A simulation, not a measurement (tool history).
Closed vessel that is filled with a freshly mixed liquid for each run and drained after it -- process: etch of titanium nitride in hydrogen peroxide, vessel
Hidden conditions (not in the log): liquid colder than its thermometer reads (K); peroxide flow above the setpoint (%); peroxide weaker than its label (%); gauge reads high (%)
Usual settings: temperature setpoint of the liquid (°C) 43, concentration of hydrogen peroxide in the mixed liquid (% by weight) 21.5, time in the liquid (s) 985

run,hour,temperature setpoint of the liquid (°C),concentration of hydrogen peroxide in the mixed liquid (% by weight),time in the liquid (s),wafers since the last listed run,hours since the thermometer was replaced,hours since the peroxide flow meter was replaced,hours since the drum of peroxide was connected,hours since the gauge calibration,"read-back film thickness of the titanium nitride reference wafer, read on the same gauge (nm)",thickness taken off the titanium nitride on a monitor wafer (Å)
1,0.0,43,21.5,985,0,2626.4,1724.5,1094.3,135.4,40.01,122.8
2,13.3,43,21.5,985,896,2639.7,1737.8,1107.6,148.7,39.99,123.2
3,19.5,43,21.5,985,417,2645.9,1744.0,1113.8,154.9,39.99,122.7
4,30.2,43,21.5,985,721,2656.6,1754.7,1124.5,165.6,40.02,122.1
5,36.9,43,21.5,985,451,2663.3,1761.4,1131.2,172.3,40.00,122.0
6,48.0,43,21.5,985,748,2674.4,1772.5,1142.3,183.4,39.97,122.4
7,64.6,43,21.5,985,1118,2691.0,1789.1,1158.9,200.0,39.99,121.5
# hour 98.6: gauge calibrated
8,109.7,43,21.5,985,3039,2736.1,1834.2,1204.0,11.1,40.00,121.3
9,120.4,43,21.5,985,721,2746.8,1844.9,1214.7,21.8,40.00,120.2
10,134.4,43,19.5,985,943,2760.8,1858.9,1228.7,35.8,39.98,117.3
11,147.7,43,19.5,985,896,2774.1,1872.2,1242.0,49.1,40.00,118.4
12,157.2,43,21.5,985,640,2783.6,1881.7,1251.5,58.6,39.99,121.0

Estimate the outcome of run 13 from the log above:
# hour 159.9: thermometer replaced
13,168.1,43,21.5,1480,667,8.2,1892.6,1262.4,69.5,?,?

read-back film thickness of the titanium nitride reference wafer, read on the same gauge (nm): 39.99
thickness taken off the titanium nitride on a monitor wafer (Å): 225.0
The same run, on a tool lacking any hidden state, would have yielded thickness taken off the titanium nitride on a monitor wafer (Å) 226.8.
